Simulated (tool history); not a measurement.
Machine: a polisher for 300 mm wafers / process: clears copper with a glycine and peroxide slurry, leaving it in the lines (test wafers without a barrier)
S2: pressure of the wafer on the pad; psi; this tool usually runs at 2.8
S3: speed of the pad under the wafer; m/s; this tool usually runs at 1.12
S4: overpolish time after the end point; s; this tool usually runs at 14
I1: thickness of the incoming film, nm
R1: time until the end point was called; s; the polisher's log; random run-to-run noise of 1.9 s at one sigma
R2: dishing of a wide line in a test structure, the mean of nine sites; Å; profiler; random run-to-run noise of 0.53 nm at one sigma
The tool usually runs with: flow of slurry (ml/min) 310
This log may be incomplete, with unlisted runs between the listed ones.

Run 1, hour 0: usual settings; I1 658.7. Result: R1 150.8 s, R2 436 Å.
Run 2, hour 76.8: usual settings; I1 669.8. Result: R1 157.7 s, R2 422 Å.
At hour 114.8: slurry nozzle cleaned.
At hour 136.2: worn pad replaced by a new one.
Run 3, hour 168.3: usual settings; I1 667.8. Result: R1 145.7 s, R2 451 Å.
Run 4, hour 299.1: usual settings; I1 670.3. Result: R1 150.7 s, R2 447 Å.
Run 5, hour 355.1: usual settings; I1 663.9. Result: R1 151.8 s, R2 435 Å.
At hour 441: worn pad replaced by a new one.
Run 6, hour 457.4: usual settings; I1 666.7. Result: R1 147.6 s, R2 449 Å.
Run 7, hour 528.6: usual settings; I1 679.2. Result: R1 152.6 s, R2 449 Å.
At hour 620.8: head pressure recalibrated.
Run 8, hour 636.4: usual settings; I1 667.7. Result: R1 153.7 s, R2 443 Å.
At hour 698.7: worn pad replaced by a new one.
At hour 719.9: slurry nozzle cleaned.
Run 9, hour 720.4: usual settings but S2 2.2 psi; I1 673. Result: R1 184.3 s, R2 373 Å.
Run 10, hour 814.3: usual settings but S2 2 psi; I1 665.3. Result: R1 193.3 s, R2 348 Å.
Run 11, hour 921.2: usual settings; I1 670.5. Result: R1 148.7 s, R2 451 Å.
At hour 966.7: worn pad replaced by a new one.
Run 12, hour 1022.7: usual settings but S2 3.4 psi, S3 1.48 m/s, S4 8 s; I1 680.9. Result: R1 101.3 s, R2 390 Å.
Run 13, hour 1116.9: usual settings; I1 670.8. Result: R1 155.2 s, R2 443 Å.
Run 14, hour 1218: usual settings but flow of slurry (ml/min) 255, S3 1.52 m/s, S4 16 s; I1 672.7. Result: R1 118.5 s, R2 595 Å.
Run 15, hour 1275.6: usual settings but flow of slurry (ml/min) 215, S2 3.3 psi; I1 666. Result: R1 139 s, R2 472 Å.
At hour 1280.4: worn pad replaced by a new one.
At hour 1367.3: slurry nozzle cleaned.
Run 16, hour 1381.8: usual settings but flow of slurry (ml/min) 360, S2 3.4 psi, S3 0.76 m/s, S4 6 s; I1 666.8. Result: R1 170.5 s, R2 180 Å.

Alternative continuations, all from the tool just after run 16; predict every row:
Run A, hour 1382.3: usual settings but S4 20 s; I1 674.9. Result: R1 ?, R2 ?.
Run B, hour 1382.3: usual settings but flow of slurry (ml/min) 210, S2 1.9 psi, S3 1.24 m/s, S4 11 s; I1 674.9. Result: R1 ?, R2 ?.
Run C, hour 1382.3: usual settings but flow of slurry (ml/min) 245, S2 3.3 psi, S3 0.92 m/s; I1 674.9. Result: R1 ?, R2 ?.
Run D, hour 1382.3: usual settings but flow of slurry (ml/min) 385, S4 18 s; I1 674.9. Result: R1 ?, R2 ?.

run     R1   R2
  A  150.8  604
  B  198.4  278
  C  158.5  431
  D  148.4  562
Take away the tool's hidden state, keep each run's random variation, and the runs would have read:
run     R1   R2
  A  150.8  605
  B  198.2  278
  C  158.4  432
  D  148.3  562
